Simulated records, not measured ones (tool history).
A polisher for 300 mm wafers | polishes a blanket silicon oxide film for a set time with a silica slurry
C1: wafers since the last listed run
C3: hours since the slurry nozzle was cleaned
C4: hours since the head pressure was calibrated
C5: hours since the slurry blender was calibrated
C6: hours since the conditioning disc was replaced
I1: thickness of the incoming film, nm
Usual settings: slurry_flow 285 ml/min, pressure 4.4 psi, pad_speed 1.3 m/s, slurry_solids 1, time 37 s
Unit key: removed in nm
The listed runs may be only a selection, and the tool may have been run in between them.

{"run": 1, "day": 0.0, "slurry_flow": 285, "pressure": 4.4, "pad_speed": 1.3, "slurry_solids": 1, "time": 30, "C1": 0, "wafers polished on this pad": 71, "C3": 179.3, "C4": 612.8, "C5": 217.7, "C6": 103.2, "I1": 1811.3, "removed": 102.9}
{"run": 2, "day": 0.575, "slurry_flow": 285, "pressure": 4.4, "pad_speed": 1.3, "slurry_solids": 1, "time": 30, "C1": 130, "wafers polished on this pad": 202, "C3": 193.1, "C4": 626.6, "C5": 231.5, "C6": 117, "I1": 1867.8, "removed": 104.9}
{"day": 0.925, "done": "conditioning disc replaced and pad reconditioned"}
{"run": 3, "day": 1.229, "slurry_flow": 285, "pressure": 4.4, "pad_speed": 1.3, "slurry_solids": 1, "time": 30, "C1": 129, "wafers polished on this pad": 332, "C3": 208.8, "C4": 642.3, "C5": 247.2, "C6": 7.3, "I1": 1852, "removed": 103.4}
{"run": 4, "day": 1.479, "slurry_flow": 285, "pressure": 4.4, "pad_speed": 1.3, "slurry_solids": 1.1, "time": 37, "C1": 56, "wafers polished on this pad": 389, "C3": 214.8, "C4": 648.3, "C5": 253.2, "C6": 13.3, "I1": 1846.2, "removed": 133}
{"run": 5, "day": 1.858, "slurry_flow": 285, "pressure": 4.4, "pad_speed": 1.3, "slurry_solids": 1.1, "time": 37, "C1": 86, "wafers polished on this pad": 475, "C3": 223.9, "C4": 657.4, "C5": 262.3, "C6": 22.4, "I1": 1814.8, "removed": 134.7}
{"run": 6, "day": 2.446, "slurry_flow": 285, "pressure": 4.4, "pad_speed": 1.3, "slurry_solids": 1.1, "time": 37, "C1": 133, "wafers polished on this pad": 609, "C3": 238, "C4": 671.5, "C5": 276.4, "C6": 36.5, "I1": 1838, "removed": 130.2}
{"day": 2.521, "done": "slurry nozzle cleaned"}
{"run": 7, "day": 2.712, "slurry_flow": 215, "pressure": 4.4, "pad_speed": 1.3, "slurry_solids": 1, "time": 37, "C1": 51, "wafers polished on this pad": 660, "C3": 4.6, "C4": 677.9, "C5": 282.8, "C6": 42.9, "I1": 1826.4, "removed": 117.9}
{"day": 3.479, "done": "head pressure recalibrated"}
{"run": 8, "day": 3.5, "slurry_flow": 215, "pressure": 4.4, "pad_speed": 1.3, "slurry_solids": 1, "time": 37, "C1": 160, "wafers polished on this pad": 821, "C3": 23.5, "C4": 0.5, "C5": 301.7, "C6": 61.8, "I1": 1812.2, "removed": 114.5}
{"run": 9, "day": 3.983, "slurry_flow": 215, "pressure": 4.4, "pad_speed": 1.3, "slurry_solids": 1, "time": 37, "C1": 110, "wafers polished on this pad": 931, "C3": 35.1, "C4": 12.1, "C5": 313.3, "C6": 73.4, "I1": 1844.7, "removed": 111.5}
{"run": 10, "day": 4.425, "slurry_flow": 285, "pressure": 4.9, "pad_speed": 1.3, "slurry_solids": 1, "time": 37, "C1": 100, "wafers polished on this pad": 1031, "C3": 45.7, "C4": 22.7, "C5": 323.9, "C6": 84, "I1": 1834.6, "removed": 121.3}
{"day": 5.025, "done": "worn pad replaced by a new one, of another model than before"}
{"run": 11, "day": 5.167, "slurry_flow": 375, "pressure": 3.4, "pad_speed": 1.3, "slurry_solids": 1, "time": 37, "C1": 130, "wafers polished on this pad": 32, "C3": 63.5, "C4": 40.5, "C5": 341.7, "C6": 101.8, "I1": 1828.8, "removed": 116.8}
{"day": 5.429, "done": "slurry blender recalibrated"}
{"run": 12, "day": 5.742, "slurry_flow": 285, "pressure": 4.4, "pad_speed": 1.68, "slurry_solids": 1.25, "time": 37, "C1": 111, "wafers polished on this pad": 144, "C3": 77.3, "C4": 54.3, "C5": 7.5, "C6": 115.6, "I1": 1815.2, "removed": 154.1}
{"day": 6.288, "done": "conditioning disc replaced and pad reconditioned"}
{"run": 13, "day": 6.308, "slurry_flow": 285, "pressure": 4.4, "pad_speed": 1.3, "slurry_solids": 1, "time": 27, "C1": 110, "wafers polished on this pad": 254, "C3": 90.9, "C4": 67.9, "C5": 21.1, "C6": 0.5, "I1": 1819.5, "removed": 93.1}
{"run": 14, "day": 6.742, "slurry_flow": 285, "pressure": 4.4, "pad_speed": 1.3, "slurry_solids": 1, "time": 37, "C1": 98, "wafers polished on this pad": 353, "C3": 101.3, "C4": 78.3, "C5": 31.5, "C6": 10.9, "I1": 1808.5, "removed": 124.1}
{"run": 15, "day": 7.283, "slurry_flow": 285, "pressure": 4.4, "pad_speed": 1.3, "slurry_solids": 1.15, "time": 26, "C1": 123, "wafers polished on this pad": 476, "C3": 114.3, "C4": 91.3, "C5": 44.5, "C6": 23.9, "I1": 1841.3, "removed": 91.6}
{"run": 16, "day": 7.775, "slurry_flow": 330, "pressure": 4.4, "pad_speed": 1.3, "slurry_solids": 0.9, "time": 37, "C1": 111, "wafers polished on this pad": 588, "C3": 126.1, "C4": 103.1, "C5": 56.3, "C6": 35.7, "I1": 1822.2, "removed": 116.8}
{"run": 17, "day": 8.029, "slurry_flow": 285, "pressure": 4.4, "pad_speed": 1.3, "slurry_solids": 1, "time": 37, "C1": 57, "wafers polished on this pad": 646, "C3": 132.2, "C4": 109.2, "C5": 62.4, "C6": 41.8, "I1": 1822, "removed": 121.8}

Forecast each of these 4 alternatives for the next run:
{"run": "A", "day": 8.046, "slurry_flow": 285, "pressure": 4.8, "pad_speed": 1.3, "slurry_solids": 1, "time": 37, "C1": 3, "wafers polished on this pad": 650, "C3": 132.6, "C4": 109.6, "C5": 62.8, "C6": 42.2, "I1": 1803.5, "removed": "?"}
{"run": "B", "day": 8.046, "slurry_flow": 345, "pressure": 4.4, "pad_speed": 1.3, "slurry_solids": 1, "time": 37, "C1": 3, "wafers polished on this pad": 650, "C3": 132.6, "C4": 109.6, "C5": 62.8, "C6": 42.2, "I1": 1803.5, "removed": "?"}
{"run": "C", "day": 8.046, "slurry_flow": 285, "pressure": 4.4, "pad_speed": 1.64, "slurry_solids": 1, "time": 37, "C1": 3, "wafers polished on this pad": 650, "C3": 132.6, "C4": 109.6, "C5": 62.8, "C6": 42.2, "I1": 1803.5, "removed": "?"}
{"run": "D", "day": 8.046, "slurry_flow": 285, "pressure": 4.4, "pad_speed": 0.88, "slurry_solids": 1, "time": 37, "C1": 3, "wafers polished on this pad": 650, "C3": 132.6, "C4": 109.6, "C5": 62.8, "C6": 42.2, "I1": 1803.5, "removed": "?"}

run=A removed=125
run=B removed=122
run=C removed=129.2
run=D removed=109.6
Stripped of hidden state, with their random variation kept, the same runs would have yielded:
run=A removed=133.7
run=B removed=130.5
run=C removed=138.2
run=D removed=117.2
